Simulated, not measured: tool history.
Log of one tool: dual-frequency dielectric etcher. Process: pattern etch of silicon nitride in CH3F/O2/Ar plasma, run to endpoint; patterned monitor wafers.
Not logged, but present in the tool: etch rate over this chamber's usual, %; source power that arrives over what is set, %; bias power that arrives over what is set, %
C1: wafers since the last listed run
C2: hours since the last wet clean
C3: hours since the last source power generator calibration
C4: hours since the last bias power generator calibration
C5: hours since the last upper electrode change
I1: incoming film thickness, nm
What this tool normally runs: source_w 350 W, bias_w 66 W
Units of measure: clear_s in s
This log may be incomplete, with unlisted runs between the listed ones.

{"run": 1, "hour": 0.0, "source_w": 400, "bias_w": 58, "C1": 0, "C2": 241.1, "C3": 1969.8, "C4": 2561.9, "C5": 3792.4, "I1": 52.8, "clear_s": 76.1}
{"run": 2, "hour": 101.2, "source_w": 400, "bias_w": 58, "C1": 1493, "C2": 342.3, "C3": 2071, "C4": 2663.1, "C5": 3893.6, "I1": 52.4, "clear_s": 75.6}
{"run": 3, "hour": 292.6, "source_w": 350, "bias_w": 66, "C1": 2824, "C2": 533.7, "C3": 2262.4, "C4": 2854.5, "C5": 4085, "I1": 52.6, "clear_s": 75.2}
{"hour": 360.5, "done": "wet clean of the chamber"}
{"run": 4, "hour": 385.0, "source_w": 350, "bias_w": 66, "C1": 1009, "C2": 24.5, "C3": 2354.8, "C4": 2946.9, "C5": 4177.4, "I1": 52.6, "clear_s": 76.7}
{"hour": 433.4, "done": "source power generator calibrated"}
{"hour": 442.2, "done": "bias power generator calibrated"}
{"run": 5, "hour": 443.0, "source_w": 350, "bias_w": 66, "C1": 737, "C2": 82.5, "C3": 9.6, "C4": 0.8, "C5": 4235.4, "I1": 52.5, "clear_s": 76.3}
{"run": 6, "hour": 505.3, "source_w": 350, "bias_w": 66, "C1": 919, "C2": 144.8, "C3": 71.9, "C4": 63.1, "C5": 4297.7, "I1": 52.8, "clear_s": 76.4}
{"run": 7, "hour": 544.9, "source_w": 350, "bias_w": 66, "C1": 584, "C2": 184.4, "C3": 111.5, "C4": 102.7, "C5": 4337.3, "I1": 53.1, "clear_s": 76.5}
{"run": 8, "hour": 619.3, "source_w": 280, "bias_w": 77, "C1": 1097, "C2": 258.8, "C3": 185.9, "C4": 177.1, "C5": 4411.7, "I1": 52.5, "clear_s": 77.5}
{"run": 9, "hour": 711.8, "source_w": 320, "bias_w": 80, "C1": 1364, "C2": 351.3, "C3": 278.4, "C4": 269.6, "C5": 4504.2, "I1": 53.2, "clear_s": 73.2}
{"run": 10, "hour": 757.3, "source_w": 270, "bias_w": 62, "C1": 671, "C2": 396.8, "C3": 323.9, "C4": 315.1, "C5": 4549.7, "I1": 52.8, "clear_s": 85.7}
{"hour": 835.2, "done": "upper electrode replaced"}
{"run": 11, "hour": 836.4, "source_w": 410, "bias_w": 77, "C1": 813, "C2": 475.9, "C3": 403, "C4": 394.2, "C5": 1.2, "I1": 52.4, "clear_s": 66.3}
{"run": 12, "hour": 888.7, "source_w": 350, "bias_w": 66, "C1": 771, "C2": 528.2, "C3": 455.3, "C4": 446.5, "C5": 53.5, "I1": 52.7, "clear_s": 74.7}
{"hour": 921.3, "done": "wet clean of the chamber"}
{"run": 13, "hour": 965.3, "source_w": 350, "bias_w": 66, "C1": 776, "C2": 44, "C3": 531.9, "C4": 523.1, "C5": 130.1, "I1": 52.6, "clear_s": 76.8}
{"run": 14, "hour": 1060.9, "source_w": 320, "bias_w": 56, "C1": 1410, "C2": 139.6, "C3": 627.5, "C4": 618.7, "C5": 225.7, "I1": 53.1, "clear_s": 85.6}

What if the next run were any one of these 4? Each begins from the tool's condition after run 14:
{"run": "A", "hour": 1061.3, "source_w": 370, "bias_w": 66, "C1": 5, "C2": 140, "C3": 627.9, "C4": 619.1, "C5": 226.1, "I1": 52.1, "clear_s": "?"}
{"run": "B", "hour": 1061.3, "source_w": 310, "bias_w": 66, "C1": 5, "C2": 140, "C3": 627.9, "C4": 619.1, "C5": 226.1, "I1": 52.1, "clear_s": "?"}
{"run": "C", "hour": 1061.3, "source_w": 300, "bias_w": 54, "C1": 5, "C2": 140, "C3": 627.9, "C4": 619.1, "C5": 226.1, "I1": 52.1, "clear_s": "?"}
{"run": "D", "hour": 1061.3, "source_w": 320, "bias_w": 82, "C1": 5, "C2": 140, "C3": 627.9, "C4": 619.1, "C5": 226.1, "I1": 52.1, "clear_s": "?"}

run=A clear_s=74
run=B clear_s=79.2
run=C clear_s=86.9
run=D clear_s=71.7
Take away the tool's hidden state, keep each run's random variation, and the runs would have read:
run=A clear_s=74.5
run=B clear_s=79.8
run=C clear_s=87.5
run=D clear_s=72.3
